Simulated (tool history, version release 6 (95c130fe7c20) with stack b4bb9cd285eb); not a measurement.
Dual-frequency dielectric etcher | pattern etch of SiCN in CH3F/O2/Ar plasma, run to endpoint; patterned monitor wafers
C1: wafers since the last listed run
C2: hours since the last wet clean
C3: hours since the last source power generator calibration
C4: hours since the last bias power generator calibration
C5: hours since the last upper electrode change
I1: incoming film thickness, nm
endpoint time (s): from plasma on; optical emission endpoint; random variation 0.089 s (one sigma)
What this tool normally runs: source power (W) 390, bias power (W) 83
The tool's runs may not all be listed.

run 1 hour=0.0 | source_power_(W)=390 bias_power_(W)=83 | C1=0 C2=504.9 C3=5329.4 C4=2334.5 C5=2956.7 | I1=10.59 | endpoint_time_(s)=29.0
run 2 hour=15.4 | source_power_(W)=390 bias_power_(W)=83 | C1=273 C2=520.3 C3=5344.8 C4=2349.9 C5=2972.1 | I1=10.52 | endpoint_time_(s)=29.0
run 3 hour=33.4 | source_power_(W)=390 bias_power_(W)=83 | C1=319 C2=538.3 C3=5362.8 C4=2367.9 C5=2990.1 | I1=10.50 | endpoint_time_(s)=28.9
run 4 hour=44.4 | source_power_(W)=390 bias_power_(W)=83 | C1=195 C2=549.3 C3=5373.8 C4=2378.9 C5=3001.1 | I1=10.35 | endpoint_time_(s)=28.6
run 5 hour=57.9 | source_power_(W)=390 bias_power_(W)=83 | C1=239 C2=562.8 C3=5387.3 C4=2392.4 C5=3014.6 | I1=10.49 | endpoint_time_(s)=28.9
run 6 hour=70.3 | source_power_(W)=390 bias_power_(W)=83 | C1=220 C2=575.2 C3=5399.7 C4=2404.8 C5=3027.0 | I1=10.48 | endpoint_time_(s)=29.1
run 7 hour=86.3 | source_power_(W)=430 bias_power_(W)=92 | C1=283 C2=591.2 C3=5415.7 C4=2420.8 C5=3043.0 | I1=10.52 | endpoint_time_(s)=27.5
run 8 hour=92.3 | source_power_(W)=430 bias_power_(W)=92 | C1=106 C2=597.2 C3=5421.7 C4=2426.8 C5=3049.0 | I1=10.48 | endpoint_time_(s)=27.6
run 9 hour=100.0 | source_power_(W)=430 bias_power_(W)=92 | C1=136 C2=604.9 C3=5429.4 C4=2434.5 C5=3056.7 | I1=10.50 | endpoint_time_(s)=27.7
run 10 hour=116.3 | source_power_(W)=390 bias_power_(W)=99 | C1=289 C2=621.2 C3=5445.7 C4=2450.8 C5=3073.0 | I1=10.42 | endpoint_time_(s)=27.8
-- hour=124.6 bias power generator calibrated
run 11 hour=134.1 | source_power_(W)=470 bias_power_(W)=67 | C1=244 C2=639.0 C3=5463.5 C4=9.5 C5=3090.8 | I1=10.52 | endpoint_time_(s)=29.2
-- hour=158.4 wet clean of the chamber
-- hour=160.8 upper electrode replaced, of another model than before
run 12 hour=161.3 | source_power_(W)=470 bias_power_(W)=67 | C1=13 C2=2.9 C3=5490.7 C4=36.7 C5=0.5 | I1=10.58 | endpoint_time_(s)=29.2
run 13 hour=161.6 | source_power_(W)=470 bias_power_(W)=83 | C1=5 C2=3.2 C3=5491.0 C4=37.0 C5=0.8 | I1=10.60 | endpoint_time_(s)=27.1
run 14 hour=175.6 | source_power_(W)=470 bias_power_(W)=68 | C1=248 C2=17.2 C3=5505.0 C4=51.0 C5=14.8 | I1=10.63 | endpoint_time_(s)=29.2
run 15 hour=187.9 | source_power_(W)=300 bias_power_(W)=71 | C1=218 C2=29.5 C3=5517.3 C4=63.3 C5=27.1 | I1=10.49 | endpoint_time_(s)=30.3
run 16 hour=205.3 | source_power_(W)=390 bias_power_(W)=63 | C1=308 C2=46.9 C3=5534.7 C4=80.7 C5=44.5 | I1=10.47 | endpoint_time_(s)=30.5
-- hour=224.4 source power generator calibrated
run 17 hour=224.9 | source_power_(W)=390 bias_power_(W)=83 | C1=276 C2=66.5 C3=0.5 C4=100.3 C5=64.1 | I1=10.47 | endpoint_time_(s)=27.5
run 18 hour=236.9 | source_power_(W)=390 bias_power_(W)=83 | C1=212 C2=78.5 C3=12.5 C4=112.3 C5=76.1 | I1=10.61 | endpoint_time_(s)=28.0
run 19 hour=244.8 | source_power_(W)=390 bias_power_(W)=83 | C1=140 C2=86.4 C3=20.4 C4=120.2 C5=84.0 | I1=10.39 | endpoint_time_(s)=27.4
run 20 hour=261.9 | source_power_(W)=390 bias_power_(W)=83 | C1=303 C2=103.5 C3=37.5 C4=137.3 C5=101.1 | I1=10.46 | endpoint_time_(s)=27.8
run 21 hour=279.3 | source_power_(W)=420 bias_power_(W)=93 | C1=308 C2=120.9 C3=54.9 C4=154.7 C5=118.5 | I1=10.42 | endpoint_time_(s)=26.2
run 22 hour=293.4 | source_power_(W)=430 bias_power_(W)=98 | C1=250 C2=135.0 C3=69.0 C4=168.8 C5=132.6 | I1=10.49 | endpoint_time_(s)=25.7
run 23 hour=305.0 | source_power_(W)=340 bias_power_(W)=76 | C1=205 C2=146.6 C3=80.6 C4=180.4 C5=144.2 | I1=10.54 | endpoint_time_(s)=29.7

Alternative continuations, all from the tool just after run 23; predict every row:
run A hour=305.4 | source_power_(W)=390 bias_power_(W)=83 | C1=7 C2=147.0 C3=81.0 C4=180.8 C5=144.6 | I1=10.60 | endpoint_time_(s)=?
run B hour=305.4 | source_power_(W)=360 bias_power_(W)=90 | C1=7 C2=147.0 C3=81.0 C4=180.8 C5=144.6 | I1=10.60 | endpoint_time_(s)=?
run C hour=305.4 | source_power_(W)=440 bias_power_(W)=91 | C1=7 C2=147.0 C3=81.0 C4=180.8 C5=144.6 | I1=10.60 | endpoint_time_(s)=?
run D hour=305.4 | source_power_(W)=460 bias_power_(W)=83 | C1=7 C2=147.0 C3=81.0 C4=180.8 C5=144.6 | I1=10.60 | endpoint_time_(s)=?

run=A endpoint_time_(s)=28.3
run=B endpoint_time_(s)=27.7
run=C endpoint_time_(s)=26.8
run=D endpoint_time_(s)=27.6
With the hidden condition removed and each run's random variation left untouched, the same runs would have given:
run=A endpoint_time_(s)=27.5
run=B endpoint_time_(s)=27.0
run=C endpoint_time_(s)=26.0
run=D endpoint_time_(s)=26.8
